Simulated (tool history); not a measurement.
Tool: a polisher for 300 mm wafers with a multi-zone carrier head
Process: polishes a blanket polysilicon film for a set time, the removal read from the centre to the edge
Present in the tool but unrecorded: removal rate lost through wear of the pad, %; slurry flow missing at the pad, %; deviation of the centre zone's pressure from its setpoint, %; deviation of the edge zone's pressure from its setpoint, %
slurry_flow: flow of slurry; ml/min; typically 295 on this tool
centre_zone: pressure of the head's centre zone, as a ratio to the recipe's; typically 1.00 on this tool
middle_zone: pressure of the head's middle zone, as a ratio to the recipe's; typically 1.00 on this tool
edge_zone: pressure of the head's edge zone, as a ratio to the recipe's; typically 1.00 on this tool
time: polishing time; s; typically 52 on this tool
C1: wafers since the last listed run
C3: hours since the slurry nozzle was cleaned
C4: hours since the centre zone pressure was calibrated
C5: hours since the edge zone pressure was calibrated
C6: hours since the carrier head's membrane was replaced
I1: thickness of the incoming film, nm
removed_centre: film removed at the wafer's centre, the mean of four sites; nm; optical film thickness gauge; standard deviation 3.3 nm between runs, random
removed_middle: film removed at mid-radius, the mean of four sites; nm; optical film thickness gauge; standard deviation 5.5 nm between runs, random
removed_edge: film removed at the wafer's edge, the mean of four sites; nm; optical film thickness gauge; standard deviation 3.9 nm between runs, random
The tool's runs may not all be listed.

run 1 day=0.000 | slurry_flow=295 centre_zone=1.03 middle_zone=0.91 edge_zone=1.00 time=52 | C1=0 wafers_polished_on_this_pad=1333 C3=33.7 C4=376.3 C5=320.6 C6=639.6 | I1=1172.3 | removed_centre=378.3 removed_middle=351.0 removed_edge=363.9
run 2 day=4.042 | slurry_flow=295 centre_zone=1.03 middle_zone=0.91 edge_zone=1.00 time=52 | C1=1069 wafers_polished_on_this_pad=2402 C3=130.7 C4=473.3 C5=417.6 C6=736.6 | I1=1182.5 | removed_centre=372.5 removed_middle=342.5 removed_edge=362.4
run 3 day=6.242 | slurry_flow=295 centre_zone=1.03 middle_zone=0.91 edge_zone=1.00 time=52 | C1=582 wafers_polished_on_this_pad=2984 C3=183.5 C4=526.1 C5=470.4 C6=789.4 | I1=1187.4 | removed_centre=371.8 removed_middle=329.8 removed_edge=358.3
-- day=10.179 worn pad replaced by a new one
run 4 day=10.554 | slurry_flow=295 centre_zone=1.00 middle_zone=1.00 edge_zone=1.00 time=52 | C1=1096 wafers_polished_on_this_pad=99 C3=287.0 C4=629.6 C5=573.9 C6=892.9 | I1=1184.3 | removed_centre=381.6 removed_middle=383.3 removed_edge=385.9
-- day=12.638 slurry nozzle cleaned
run 5 day=13.846 | slurry_flow=295 centre_zone=1.00 middle_zone=1.00 edge_zone=1.00 time=52 | C1=859 wafers_polished_on_this_pad=959 C3=29.0 C4=708.6 C5=652.9 C6=971.9 | I1=1197.9 | removed_centre=383.0 removed_middle=375.5 removed_edge=371.6
run 6 day=15.842 | slurry_flow=295 centre_zone=1.00 middle_zone=1.00 edge_zone=1.00 time=52 | C1=528 wafers_polished_on_this_pad=1487 C3=76.9 C4=756.5 C5=700.8 C6=1019.8 | I1=1213.4 | removed_centre=373.5 removed_middle=372.9 removed_edge=371.5
run 7 day=18.404 | slurry_flow=295 centre_zone=1.00 middle_zone=1.00 edge_zone=1.00 time=52 | C1=677 wafers_polished_on_this_pad=2165 C3=138.4 C4=818.0 C5=762.3 C6=1081.3 | I1=1190.0 | removed_centre=373.4 removed_middle=364.4 removed_edge=362.8
run 8 day=20.104 | slurry_flow=295 centre_zone=1.00 middle_zone=1.00 edge_zone=1.00 time=52 | C1=449 wafers_polished_on_this_pad=2615 C3=179.2 C4=858.8 C5=803.1 C6=1122.1 | I1=1167.8 | removed_centre=367.1 removed_middle=367.1 removed_edge=369.4
run 9 day=23.092 | slurry_flow=295 centre_zone=1.09 middle_zone=1.00 edge_zone=1.00 time=52 | C1=790 wafers_polished_on_this_pad=3405 C3=250.9 C4=930.5 C5=874.8 C6=1193.8 | I1=1203.4 | removed_centre=386.1 removed_middle=371.0 removed_edge=357.7
-- day=24.762 carrier head's membrane replaced by a new one
-- day=24.783 worn pad replaced by a new one
run 10 day=26.921 | slurry_flow=295 centre_zone=1.09 middle_zone=1.00 edge_zone=1.00 time=52 | C1=952 wafers_polished_on_this_pad=565 C3=342.8 C4=1022.4 C5=966.7 C6=51.8 | I1=1197.5 | removed_centre=401.8 removed_middle=383.3 removed_edge=374.6
-- day=28.450 slurry nozzle cleaned
run 11 day=29.975 | slurry_flow=295 centre_zone=1.00 middle_zone=1.00 edge_zone=1.00 time=52 | C1=797 wafers_polished_on_this_pad=1362 C3=36.6 C4=1095.7 C5=1040.0 C6=125.1 | I1=1186.3 | removed_centre=376.4 removed_middle=371.5 removed_edge=371.1
-- day=31.729 edge zone pressure recalibrated
run 12 day=33.075 | slurry_flow=295 centre_zone=1.00 middle_zone=1.00 edge_zone=1.00 time=68 | C1=798 wafers_polished_on_this_pad=2161 C3=111.0 C4=1170.1 C5=32.3 C6=199.5 | I1=1177.8 | removed_centre=484.0 removed_middle=474.2 removed_edge=473.2
run 13 day=37.325 | slurry_flow=295 centre_zone=1.07 middle_zone=0.97 edge_zone=1.00 time=52 | C1=1124 wafers_polished_on_this_pad=3285 C3=213.0 C4=1272.1 C5=134.3 C6=301.5 | I1=1197.7 | removed_centre=378.6 removed_middle=348.5 removed_edge=363.6
-- day=37.708 worn pad replaced by a new one
run 14 day=40.538 | slurry_flow=295 centre_zone=1.00 middle_zone=1.05 edge_zone=1.00 time=52 | C1=805 wafers_polished_on_this_pad=748 C3=290.1 C4=1349.2 C5=211.4 C6=378.6 | I1=1193.7 | removed_centre=386.7 removed_middle=383.3 removed_edge=378.7
run 15 day=42.592 | slurry_flow=355 centre_zone=0.95 middle_zone=1.00 edge_zone=1.00 time=52 | C1=543 wafers_polished_on_this_pad=1291 C3=339.4 C4=1398.5 C5=260.7 C6=427.9 | I1=1178.8 | removed_centre=366.9 removed_middle=376.5 removed_edge=383.2
-- day=43.029 slurry nozzle cleaned
-- day=45.938 centre zone pressure recalibrated
run 16 day=46.992 | slurry_flow=400 centre_zone=1.00 middle_zone=0.95 edge_zone=1.00 time=52 | C1=1131 wafers_polished_on_this_pad=2422 C3=95.1 C4=25.3 C5=366.3 C6=533.5 | I1=1193.7 | removed_centre=377.0 removed_middle=369.8 removed_edge=371.0
-- day=53.471 worn pad replaced by a new one
run 17 day=54.312 | slurry_flow=295 centre_zone=1.03 middle_zone=1.00 edge_zone=1.07 time=52 | C1=1892 wafers_polished_on_this_pad=222 C3=270.8 C4=201.0 C5=542.0 C6=709.2 | I1=1195.1 | removed_centre=391.0 removed_middle=376.8 removed_edge=388.9
run 18 day=56.508 | slurry_flow=265 centre_zone=1.09 middle_zone=1.00 edge_zone=1.11 time=52 | C1=580 wafers_polished_on_this_pad=803 C3=323.5 C4=253.7 C5=594.7 C6=761.9 | I1=1182.5 | removed_centre=396.1 removed_middle=365.1 removed_edge=394.8
-- day=59.175 slurry nozzle cleaned
run 19 day=60.242 | slurry_flow=295 centre_zone=1.00 middle_zone=1.00 edge_zone=1.00 time=52 | C1=976 wafers_polished_on_this_pad=1779 C3=25.6 C4=343.3 C5=684.3 C6=851.5 | I1=1180.6 | removed_centre=371.1 removed_middle=369.2 removed_edge=366.0
run 20 day=62.908 | slurry_flow=245 centre_zone=0.95 middle_zone=1.00 edge_zone=0.92 time=52 | C1=705 wafers_polished_on_this_pad=2485 C3=89.6 C4=407.3 C5=748.3 C6=915.5 | I1=1206.1 | removed_centre=351.2 removed_middle=371.9 removed_edge=346.3
run 21 day=65.996 | slurry_flow=295 centre_zone=1.06 middle_zone=0.93 edge_zone=1.00 time=52 | C1=816 wafers_polished_on_this_pad=3302 C3=163.7 C4=481.4 C5=822.4 C6=989.6 | I1=1183.5 | removed_centre=377.2 removed_middle=338.6 removed_edge=354.1
-- day=69.925 worn pad replaced by a new one
run 22 day=70.442 | slurry_flow=295 centre_zone=1.00 middle_zone=1.00 edge_zone=1.12 time=52 | C1=1132 wafers_polished_on_this_pad=137 C3=270.4 C4=588.1 C5=929.1 C6=1096.3 | I1=1188.9 | removed_centre=387.4 removed_middle=389.0 removed_edge=400.7

List, for all runs, the conditions of the tool that the log does not record:
slurry flow missing at the pad, %: 0 across all the runs
deviation of the centre zone's pressure from its setpoint, %: 0 across all the runs
deviation of the edge zone's pressure from its setpoint, %: 0 across all the runs
H1: removal rate lost through wear of the pad, %
run=1 H1=3.46
run=2 H1=5.41
run=3 H1=6.47
run=4 H1=0.877
run=5 H1=2.46
run=6 H1=3.42
run=7 H1=4.66
run=8 H1=5.47
run=9 H1=6.91
run=10 H1=2.3
run=11 H1=3.77
run=12 H1=5.26
run=13 H1=7.31
run=14 H1=1.44
run=15 H1=2.43
run=16 H1=4.55
run=17 H1=1.63
run=18 H1=2.69
run=19 H1=4.48
run=20 H1=5.77
run=21 H1=7.25
run=22 H1=0.754

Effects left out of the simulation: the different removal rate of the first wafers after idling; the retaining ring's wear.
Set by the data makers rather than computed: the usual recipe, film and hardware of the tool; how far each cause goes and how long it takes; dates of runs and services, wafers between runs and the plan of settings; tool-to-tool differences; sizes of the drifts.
